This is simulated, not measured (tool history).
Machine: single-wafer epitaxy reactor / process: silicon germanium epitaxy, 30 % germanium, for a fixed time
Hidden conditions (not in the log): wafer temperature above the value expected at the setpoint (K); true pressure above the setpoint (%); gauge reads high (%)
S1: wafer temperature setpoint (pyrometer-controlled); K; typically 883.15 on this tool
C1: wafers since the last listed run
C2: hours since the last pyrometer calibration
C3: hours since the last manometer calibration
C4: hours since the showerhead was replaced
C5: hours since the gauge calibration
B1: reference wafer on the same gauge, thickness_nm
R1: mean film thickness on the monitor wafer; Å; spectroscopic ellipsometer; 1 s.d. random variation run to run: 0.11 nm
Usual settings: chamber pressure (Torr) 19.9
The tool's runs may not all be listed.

Run 1, hour 0.0: usual settings but chamber pressure (Torr) 21.4; C1 0; C2 2588.8; C3 1578.4; C4 4857.8; C5 180.5; B1 85.975. Result: R1 650.22 Å.
Run 2, hour 16.5: usual settings but chamber pressure (Torr) 21.4; C1 352; C2 2605.3; C3 1594.9; C4 4874.3; C5 197.0; B1 85.975. Result: R1 649.27 Å.
Run 3, hour 26.0: usual settings but chamber pressure (Torr) 18.9; C1 203; C2 2614.8; C3 1604.4; C4 4883.8; C5 206.5; B1 86.026. Result: R1 628.27 Å.
Run 4, hour 32.7: usual settings; C1 143; C2 2621.5; C3 1611.1; C4 4890.5; C5 213.2; B1 86.023. Result: R1 636.91 Å.
Run 5, hour 40.7: usual settings; C1 171; C2 2629.5; C3 1619.1; C4 4898.5; C5 221.2; B1 86.011. Result: R1 635.04 Å.
Run 6, hour 52.6: usual settings but chamber pressure (Torr) 21.8; C1 254; C2 2641.4; C3 1631.0; C4 4910.4; C5 233.1; B1 85.975. Result: R1 651.08 Å.
Run 7, hour 70.0: usual settings but chamber pressure (Torr) 18.2; C1 372; C2 2658.8; C3 1648.4; C4 4927.8; C5 250.5; B1 85.966. Result: R1 619.75 Å.
Run 8, hour 80.1: usual settings but chamber pressure (Torr) 18.2; C1 215; C2 2668.9; C3 1658.5; C4 4937.9; C5 260.6; B1 86.061. Result: R1 621.14 Å.
Run 9, hour 94.7: usual settings but S1 895.15 K, chamber pressure (Torr) 22.3; C1 312; C2 2683.5; C3 1673.1; C4 4952.5; C5 275.2; B1 86.064. Result: R1 813.30 Å.
At hour 117.4: pyrometer calibrated.
Run 10, hour 117.9: usual settings but S1 895.15 K, chamber pressure (Torr) 22.3; C1 325; C2 0.5; C3 1696.3; C4 4975.7; C5 298.4; B1 86.017. Result: R1 923.42 Å.
Run 11, hour 123.7: usual settings; C1 124; C2 6.3; C3 1702.1; C4 4981.5; C5 304.2; B1 86.016. Result: R1 722.22 Å.
At hour 131.7: gauge calibrated.
Run 12, hour 133.7: usual settings but S1 879.15 K; C1 213; C2 16.3; C3 1712.1; C4 4991.5; C5 2.0; B1 86.020. Result: R1 670.96 Å.
Run 13, hour 146.7: usual settings but S1 877.15 K; C1 277; C2 29.3; C3 1725.1; C4 5004.5; C5 15.0; B1 85.979. Result: R1 646.56 Å.
Run 14, hour 156.7: usual settings; C1 213; C2 39.3; C3 1735.1; C4 5014.5; C5 25.0; B1 86.020. Result: R1 723.31 Å.
At hour 168.0: showerhead replaced.
Run 15, hour 171.0: usual settings but chamber pressure (Torr) 24.9; C1 134; C2 53.6; C3 1749.4; C4 3.0; C5 39.3; B1 86.017. Result: R1 764.92 Å.
Run 16, hour 184.5: usual settings; C1 288; C2 67.1; C3 1762.9; C4 16.5; C5 52.8; B1 85.996. Result: R1 723.16 Å.
Run 17, hour 193.5: usual settings but chamber pressure (Torr) 18.5; C1 192; C2 76.1; C3 1771.9; C4 25.5; C5 61.8; B1 85.980. Result: R1 709.33 Å.

For run 18, what comes out?
Run 18, hour 203.1: usual settings but S1 887.15 K; C1 205; C2 85.7; C3 1781.5; C4 35.1; C5 71.4; B1 ?. Result: R1 ?.

Run 18 gave B1 86.025, R1 777.06 Å.
On a tool with no hidden condition, and with the same random variation, this run would have come out at R1 783.23 Å.
